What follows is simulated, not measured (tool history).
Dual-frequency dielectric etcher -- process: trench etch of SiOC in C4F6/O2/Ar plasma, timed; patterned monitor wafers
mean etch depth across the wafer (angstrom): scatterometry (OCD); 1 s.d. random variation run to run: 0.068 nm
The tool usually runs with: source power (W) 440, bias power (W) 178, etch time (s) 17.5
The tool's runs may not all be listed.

run    hour  source power (W)  bias power (W)  etch time (s)  read-back reference wafer on the same gauge, depth_nm  mean etch depth across the wafer (angstrom)
  1       0               440             178           17.5                                                  38.71                                        388.2
  2    58.3               440             178           17.5                                                  38.71                                        387.8
  3   103.6               440             178           17.5                                                   38.7                                          389
  4   175.1               440             210           17.5                                                  38.71                                        408.7
  5     219               410             178           17.5                                                   38.7                                        369.9
  6     266               410             178           17.5                                                  38.73                                        369.8
  7   293.4               410             178           17.5                                                  38.72                                        368.5
  8   353.6               440             178           17.5                                                  38.69                                        386.7
  9   471.9               440             178           17.5                                                  38.69                                        384.5
      507.1  -- wet clean of the chamber
 10   537.6               440             178           17.5                                                  38.71                                        391.2
      543.7  -- bias power generator calibrated
 11   569.8               480             178           17.5                                                   38.7                                        413.5
 12     623               480             178           17.5                                                  38.69                                        412.8
 13   672.5               480             178           17.5                                                  38.72                                        412.1
 14   742.4               480             178           20.5                                                  38.71                                        482.6
      778.4  -- gauge calibrated
      800.7  -- source power generator calibrated
 15   833.9               440             178             19                                                   38.7                                        408.5
 16   868.2               400             193           12.5                                                   38.7                                        258.8
 17   902.6               440             195           17.5                                                  38.66                                        388.1
      934.9  -- upper electrode replaced
 18   935.4               540             178           17.5                                                  38.69                                        424.7
 19   954.8               440             178           17.5                                                  38.71                                        375.2
 20  1025.8               440             219           17.5                                                  38.69                                        399.9
 21  1073.4               440             178           17.5                                                  38.68                                        375.2
 22  1110.1               410             178           17.5                                                   38.7                                        358.5
     1134.2  -- wet clean of the chamber
 23  1154.5               470             162             15                                                  38.72                                        331.4
 24  1198.4               340             219           14.5                                                   38.7                                        283.8
 25  1247.2               340             178           17.5                                                   38.7                                        319.5
 26  1275.4               400             192           22.5                                                  38.68                                        470.8
 27  1302.3               330             162             20                                                  38.69                                          347

Run by run, hidden condition taken away, random variation retained:
Hidden state at play: etch rate over this chamber's usual, %; source power that arrives over what is set, %; bias power that arrives over what is set, %; gauge reads high (%).
run  mean etch depth across the wafer (angstrom)
  1                                        379.5
  2                                        379.5
  3                                        381.1
  4                                        401.1
  5                                        363.3
  6                                        363.5
  7                                        362.4
  8                                        380.8
  9                                        379.5
 10                                        379.6
 11                                        401.4
 12                                        401.2
 13                                        400.9
 14                                        470.2
 15                                        412.5
 16                                        261.4
 17                                        392.4
 18                                        429.6
 19                                        379.7
 20                                        405.3
 21                                        380.6
 22                                        363.9
 23                                        329.9
 24                                        282.9
 25                                        318.8
 26                                        469.9
 27                                        346.6

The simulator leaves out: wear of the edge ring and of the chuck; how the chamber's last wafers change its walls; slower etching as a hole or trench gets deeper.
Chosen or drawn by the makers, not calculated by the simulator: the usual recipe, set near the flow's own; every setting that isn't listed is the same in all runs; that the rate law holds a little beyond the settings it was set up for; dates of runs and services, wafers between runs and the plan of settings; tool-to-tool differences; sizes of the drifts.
